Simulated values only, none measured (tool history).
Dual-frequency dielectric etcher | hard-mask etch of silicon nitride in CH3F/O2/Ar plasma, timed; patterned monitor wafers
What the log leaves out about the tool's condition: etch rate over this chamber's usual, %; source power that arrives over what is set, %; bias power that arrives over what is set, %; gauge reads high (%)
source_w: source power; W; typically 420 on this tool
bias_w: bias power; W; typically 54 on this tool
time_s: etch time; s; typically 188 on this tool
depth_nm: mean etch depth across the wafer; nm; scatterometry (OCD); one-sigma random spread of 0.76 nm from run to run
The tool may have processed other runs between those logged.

run,hour,source_w,bias_w,time_s,wafers since the last listed run,hours since the last wet clean,hours since the last source power generator calibration,hours since the last bias power generator calibration,hours since the last upper electrode change,hours since the gauge calibration,"read-back reference wafer on the same gauge, depth_nm",depth_nm
1,0,420,54,188,0,138.7,3607.8,1491,4392.3,434.9,134.8,113.4
2,24.8,420,54,188,131,163.5,3632.6,1515.8,4417.1,459.7,135,112.6
3,86,420,54,188,323,224.7,3693.8,1577,4478.3,520.9,134.9,112.1
4,116.2,420,54,168,159,254.9,3724,1607.2,4508.5,551.1,135,102.4
5,162.4,420,46,188,244,301.1,3770.2,1653.4,4554.7,597.3,134.9,107.9
6,307.2,420,54,212.5,765,445.9,3915,1798.2,4699.5,742.1,135.1,127.8
7,345.6,420,54,212.5,202,484.3,3953.4,1836.6,4737.9,780.5,135,127.8
# hour 411.3: wet clean of the chamber
8,411.8,420,54,188,223,0.5,4019.6,1902.8,4804.1,846.7,134.9,114.7
9,433.6,420,54,188,115,22.3,4041.4,1924.6,4825.9,868.5,135.1,113.8
# hour 457: gauge calibrated
10,470.1,420,54,188,192,58.8,4077.9,1961.1,4862.4,13.1,135,114.2
11,533.5,450,54,199.5,335,122.2,4141.3,2024.5,4925.8,76.5,135,124.2
12,593.9,470,66,148,319,182.6,4201.7,2084.9,4986.2,136.9,135,100.6
# hour 629.9: bias power generator calibrated
# hour 748.5: upper electrode replaced
13,776.5,380,54,155.5,817,365.2,4384.3,146.6,28,319.5,135.1,90
14,823.3,420,54,188,247,412,4431.1,193.4,74.8,366.3,134.9,113.6
# hour 839.9: source power generator calibrated
15,881.5,470,45,188,286,470.2,41.6,251.6,133,424.5,135.1,111.2
16,945.8,420,54,188,339,534.5,105.9,315.9,197.3,488.8,135.2,112.5
17,975.4,420,54,206,156,564.1,135.5,345.5,226.9,518.4,135,124
# hour 1006: wet clean of the chamber
18,1027.7,420,54,239.5,149,21.7,187.8,397.8,279.2,570.7,135,143.5
19,1085.7,420,54,188,306,79.7,245.8,455.8,337.2,628.7,134.9,113.4
20,1113,420,43,188,144,107,273.1,483.1,364.5,656,134.9,105.6
21,1181.3,450,41,229.5,361,175.3,341.4,551.4,432.8,724.3,135,131.6
# hour 1198.4: gauge calibrated
22,1240.1,450,48,138.5,310,234.1,400.2,610.2,491.6,41.7,135,83.1
23,1277.5,340,61,243,197,271.5,437.6,647.6,529,79.1,135.2,139.7

Alternative continuations, all from the tool just after run 23; predict every row:
A,1278,420,54,188,2,272,438.1,648.1,529.5,79.6,?,?
B,1278,420,44,188,2,272,438.1,648.1,529.5,79.6,?,?
C,1278,420,54,242,2,272,438.1,648.1,529.5,79.6,?,?
D,1278,460,45,162,2,272,438.1,648.1,529.5,79.6,?,?

run,"read-back reference wafer on the same gauge, depth_nm",depth_nm
A,134.9,113.5
B,134.9,106.2
C,134.9,146.1
D,134.9,95.8
Had the tool no hidden state, the same runs would have come out as:
run,depth_nm
A,113.5
B,106.2
C,146.1
D,95.8
